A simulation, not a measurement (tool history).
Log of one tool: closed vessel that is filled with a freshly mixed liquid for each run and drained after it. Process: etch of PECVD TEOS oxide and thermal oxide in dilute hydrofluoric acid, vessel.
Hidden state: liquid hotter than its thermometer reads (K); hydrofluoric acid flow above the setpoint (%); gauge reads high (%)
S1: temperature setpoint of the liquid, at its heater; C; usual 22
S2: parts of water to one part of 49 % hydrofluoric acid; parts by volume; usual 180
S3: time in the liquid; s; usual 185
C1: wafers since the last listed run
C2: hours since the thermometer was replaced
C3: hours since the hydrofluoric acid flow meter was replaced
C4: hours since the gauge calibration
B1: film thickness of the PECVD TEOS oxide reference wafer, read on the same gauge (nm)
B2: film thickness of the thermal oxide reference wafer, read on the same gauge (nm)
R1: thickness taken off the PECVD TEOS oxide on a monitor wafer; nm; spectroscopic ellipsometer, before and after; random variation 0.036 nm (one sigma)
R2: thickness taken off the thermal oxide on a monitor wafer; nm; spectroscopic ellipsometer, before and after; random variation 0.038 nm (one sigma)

| run | day | S1 | S2 | S3 | C1 | C2 | C3 | C4 | B1 | B2 | R1 | R2 |
|---|---|---|---|---|---|---|---|---|---|---|---|---|
| 1 | 0 | 22 | 180 | 155 | 0 | 103.5 | 2362.8 | 88.2 | 50.02 | 100.042 | 7.24 | 3.825 |
| 2 | 0.412 | 22 | 135 | 125 | 579 | 113.4 | 2372.7 | 98.1 | 50 | 100.013 | 8.2 | 4.317 |
|  | 0.708 | hydrofluoric acid flow meter replaced |
| 3 | 0.946 | 22 | 135 | 125 | 691 | 126.2 | 5.7 | 110.9 | 50 | 99.995 | 7.04 | 3.715 |
| 4 | 2.517 | 20 | 145 | 85 | 2208 | 163.9 | 43.4 | 148.6 | 49.98 | 99.984 | 4.08 | 2.165 |
| 5 | 3.079 | 19 | 180 | 185 | 790 | 177.4 | 56.9 | 162.1 | 50.01 | 99.999 | 6.71 | 3.456 |
| 6 | 3.529 | 22 | 260 | 185 | 632 | 188.2 | 67.7 | 172.9 | 49.98 | 99.988 | 4.79 | 2.536 |
| 7 | 3.792 | 22 | 235 | 185 | 369 | 194.5 | 74 | 179.2 | 50 | 100.01 | 5.43 | 2.895 |
| 8 | 4.346 | 22 | 180 | 185 | 779 | 207.8 | 87.3 | 192.5 | 49.97 | 100.031 | 7.51 | 4.021 |
| 9 | 4.638 | 22 | 180 | 185 | 410 | 214.8 | 94.3 | 199.5 | 49.98 | 99.976 | 7.5 | 3.902 |
| 10 | 5.05 | 25 | 105 | 85 | 579 | 224.7 | 104.2 | 209.4 | 50 | 99.962 | 7.2 | 3.872 |
| 11 | 5.746 | 22 | 180 | 185 | 978 | 241.4 | 120.9 | 226.1 | 49.99 | 99.994 | 7.49 | 3.998 |
| 12 | 6.004 | 22 | 180 | 285 | 363 | 247.6 | 127.1 | 232.3 | 49.99 | 99.993 | 11.6 | 6.038 |
| 13 | 6.479 | 25 | 145 | 155 | 667 | 259 | 138.5 | 243.7 | 50.01 | 99.984 | 9.05 | 4.753 |
| 14 | 7.138 | 20 | 235 | 290 | 925 | 274.8 | 154.3 | 259.5 | 50.01 | 100.018 | 7.96 | 4.1 |
| 15 | 7.488 | 22 | 180 | 185 | 492 | 283.2 | 162.7 | 267.9 | 49.98 | 100.04 | 7.55 | 3.963 |
| 16 | 7.904 | 24.5 | 140 | 260 | 585 | 293.2 | 172.7 | 277.9 | 50.01 | 100.014 | 15.74 | 8.136 |
| 17 | 8.375 | 25.5 | 95 | 290 | 661 | 304.5 | 184 | 289.2 | 49.97 | 100 | 28.24 | 15.006 |
| 18 | 8.967 | 27 | 135 | 185 | 831 | 318.7 | 198.2 | 303.4 | 49.97 | 99.99 | 12.89 | 6.77 |
| 19 | 9.267 | 19.5 | 180 | 185 | 421 | 325.9 | 205.4 | 310.6 | 50.03 | 100.006 | 6.82 | 3.582 |
| 20 | 9.846 | 20.5 | 90 | 265 | 814 | 339.8 | 219.3 | 324.5 | 49.99 | 100.001 | 22.51 | 11.886 |
| 21 | 10.238 | 22 | 180 | 185 | 550 | 349.2 | 228.7 | 333.9 | 49.98 | 99.99 | 7.53 | 3.933 |
| 22 | 10.533 | 22 | 260 | 145 | 415 | 356.3 | 235.8 | 341 | 49.98 | 99.998 | 3.81 | 1.968 |
| 23 | 11.121 | 22 | 180 | 110 | 825 | 370.4 | 249.9 | 355.1 | 50 | 100.021 | 4.53 | 2.391 |
| 24 | 11.554 | 20 | 180 | 230 | 609 | 380.8 | 260.3 | 365.5 | 50.01 | 99.999 | 8.71 | 4.623 |
| 25 | 12.229 | 22 | 110 | 95 | 948 | 397 | 276.5 | 381.7 | 50.02 | 99.998 | 6.88 | 3.62 |
| 26 | 12.667 | 25.5 | 215 | 185 | 615 | 407.5 | 287 | 392.2 | 50 | 99.985 | 6.99 | 3.696 |
| 27 | 13.388 | 19.5 | 115 | 85 | 1013 | 424.8 | 304.3 | 409.5 | 50.01 | 100.002 | 5.27 | 2.837 |

3 ways to go on from here, each from the tool as it stands after run 27. What would each give?
| A | 13.417 | 22 | 180 | 230 | 41 | 425.5 | 305 | 410.2 | ? | ? | ? | ? |
| B | 13.417 | 22 | 145 | 185 | 41 | 425.5 | 305 | 410.2 | ? | ? | ? | ? |
| C | 13.417 | 19 | 180 | 140 | 41 | 425.5 | 305 | 410.2 | ? | ? | ? | ? |

| run | B1 | B2 | R1 | R2 |
|---|---|---|---|---|
| A | 50.02 | 100.005 | 9.5 | 4.988 |
| B | 50.02 | 100.005 | 9.84 | 5.167 |
| C | 50.02 | 100.005 | 5.14 | 2.701 |
Without the tool's hidden state the same runs would have given:
| run | R1 | R2 |
|---|---|---|
| A | 9.2 | 4.83 |
| B | 9.54 | 5.007 |
| C | 4.98 | 2.616 |

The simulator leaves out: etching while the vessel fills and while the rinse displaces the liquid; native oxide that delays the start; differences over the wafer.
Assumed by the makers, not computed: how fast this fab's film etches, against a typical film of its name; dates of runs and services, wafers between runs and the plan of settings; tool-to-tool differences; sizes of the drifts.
